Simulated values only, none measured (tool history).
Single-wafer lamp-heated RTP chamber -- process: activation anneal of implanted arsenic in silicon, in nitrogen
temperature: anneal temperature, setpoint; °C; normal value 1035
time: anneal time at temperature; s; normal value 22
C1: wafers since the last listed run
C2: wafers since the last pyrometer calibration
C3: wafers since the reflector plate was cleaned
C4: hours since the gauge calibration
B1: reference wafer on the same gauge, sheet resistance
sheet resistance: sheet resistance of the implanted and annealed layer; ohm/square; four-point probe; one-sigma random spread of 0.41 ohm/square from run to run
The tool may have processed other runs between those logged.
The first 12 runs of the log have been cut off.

Run 13, hour 790.2: usual settings; C1 811; C2 2168; C3 833; C4 810.8; B1 317.88. Result: sheet resistance 267.18 ohm/square.
Run 14, hour 835.2: usual settings; C1 339; C2 2508; C3 1173; C4 855.8; B1 318.15. Result: sheet resistance 267.01 ohm/square.
Run 15, hour 877.3: usual settings; C1 317; C2 2825; C3 1490; C4 897.9; B1 318.07. Result: sheet resistance 266.92 ohm/square.
Run 16, hour 918.5: usual settings but time 13 s; C1 310; C2 3136; C3 1801; C4 939.1; B1 317.97. Result: sheet resistance 270.16 ohm/square.
Run 17, hour 981.4: usual settings but time 13 s; C1 474; C2 3610; C3 2275; C4 1002.0; B1 317.89. Result: sheet resistance 270.35 ohm/square.
Run 18, hour 1084.6: usual settings; C1 778; C2 4389; C3 3054; C4 1105.2; B1 317.96. Result: sheet resistance 266.28 ohm/square.
Run 19, hour 1163.1: usual settings but temperature 1008 °C, time 18 s; C1 592; C2 4981; C3 3646; C4 1183.7; B1 317.91. Result: sheet resistance 271.69 ohm/square.
Run 20, hour 1266.7: usual settings but temperature 1014 °C, time 13 s; C1 781; C2 5762; C3 4427; C4 1287.3; B1 318.01. Result: sheet resistance 271.94 ohm/square.
Run 21, hour 1373.6: usual settings but temperature 1043 °C; C1 806; C2 6569; C3 5234; C4 1394.2; B1 318.16. Result: sheet resistance 264.37 ohm/square.
At hour 1408.8: pyrometer window cleaned and pyrometer calibrated.
Run 22, hour 1448.3: usual settings but temperature 1008 °C, time 30 s; C1 503; C2 297; C3 5737; C4 1468.9; B1 317.86. Result: sheet resistance 268.73 ohm/square.
At hour 1487.6: reflector plate cleaned.
Run 23, hour 1541.6: usual settings but temperature 1050 °C; C1 643; C2 941; C3 407; C4 1562.2; B1 318.08. Result: sheet resistance 264.37 ohm/square.
Run 24, hour 1589.1: usual settings; C1 358; C2 1299; C3 765; C4 1609.7; B1 318.09. Result: sheet resistance 266.55 ohm/square.
Run 25, hour 1671.8: usual settings; C1 623; C2 1923; C3 1389; C4 1692.4; B1 317.97. Result: sheet resistance 266.28 ohm/square.
At hour 1697.0: gauge calibrated.
Run 26, hour 1747.0: usual settings but time 27 s; C1 567; C2 2490; C3 1957; C4 50.0; B1 318.29. Result: sheet resistance 264.91 ohm/square.
Run 27, hour 1830.1: usual settings; C1 626; C2 3117; C3 2583; C4 133.1; B1 317.97. Result: sheet resistance 265.93 ohm/square.
Run 28, hour 2061.8: usual settings but temperature 1051 °C, time 9 s; C1 1747; C2 4865; C3 4331; C4 364.8; B1 318.27. Result: sheet resistance 269.75 ohm/square.
Run 29, hour 2150.9: usual settings but time 35 s; C1 672; C2 5537; C3 5003; C4 453.9; B1 318.16. Result: sheet resistance 262.14 ohm/square.
Run 30, hour 2198.5: usual settings; C1 359; C2 5896; C3 5362; C4 501.5; B1 317.99. Result: sheet resistance 265.32 ohm/square.
Run 31, hour 2290.3: usual settings but temperature 1017 °C, time 34 s; C1 692; C2 6588; C3 6055; C4 593.3; B1 317.95. Result: sheet resistance 265.54 ohm/square.
At hour 2306.0: pyrometer window cleaned and pyrometer calibrated.
At hour 2344.7: reflector plate cleaned.
Run 32, hour 2345.2: usual settings but temperature 1065 °C; C1 293; C2 235; C3 3; C4 648.2; B1 317.89. Result: sheet resistance 261.92 ohm/square.
Run 33, hour 2385.6: usual settings but temperature 1051 °C; C1 304; C2 540; C3 308; C4 688.6; B1 317.90. Result: sheet resistance 264.15 ohm/square.
Run 34, hour 2480.4: usual settings; C1 715; C2 1255; C3 1023; C4 783.4; B1 317.76. Result: sheet resistance 267.61 ohm/square.
Run 35, hour 2575.5: usual settings but temperature 1012 °C, time 32 s; C1 717; C2 1972; C3 1740; C4 878.5; B1 317.88. Result: sheet resistance 268.63 ohm/square.
Run 36, hour 2615.9: usual settings but temperature 1059 °C, time 30 s; C1 304; C2 2277; C3 2045; C4 918.9; B1 317.68. Result: sheet resistance 259.08 ohm/square.

Branching from run 36: 5 alternative next runs. What would each branch give?
Run A, hour 2616.3: usual settings; C1 3; C2 2280; C3 2048; C4 919.3; B1 ?. Result: sheet resistance ?.
Run B, hour 2616.3: usual settings but temperature 1019 °C, time 18 s; C1 3; C2 2280; C3 2048; C4 919.3; B1 ?. Result: sheet resistance ?.
Run C, hour 2616.3: usual settings but temperature 1025 °C, time 16 s; C1 3; C2 2280; C3 2048; C4 919.3; B1 ?. Result: sheet resistance ?.
Run D, hour 2616.3: usual settings but temperature 1020 °C; C1 3; C2 2280; C3 2048; C4 919.3; B1 ?. Result: sheet resistance ?.
Run E, hour 2616.3: usual settings but temperature 1018 °C, time 17 s; C1 3; C2 2280; C3 2048; C4 919.3; B1 ?. Result: sheet resistance ?.

run      B1  sheet resistance
  A  318.10            267.25
  B  318.10            270.86
  C  318.10            270.76
  D  318.10            269.56
  E  318.10            271.29
Take away the tool's hidden state, keep each run's random variation, and the runs would have read:
run  sheet resistance
  A            267.96
  B            271.39
  C            271.30
  D            270.16
  E            271.80

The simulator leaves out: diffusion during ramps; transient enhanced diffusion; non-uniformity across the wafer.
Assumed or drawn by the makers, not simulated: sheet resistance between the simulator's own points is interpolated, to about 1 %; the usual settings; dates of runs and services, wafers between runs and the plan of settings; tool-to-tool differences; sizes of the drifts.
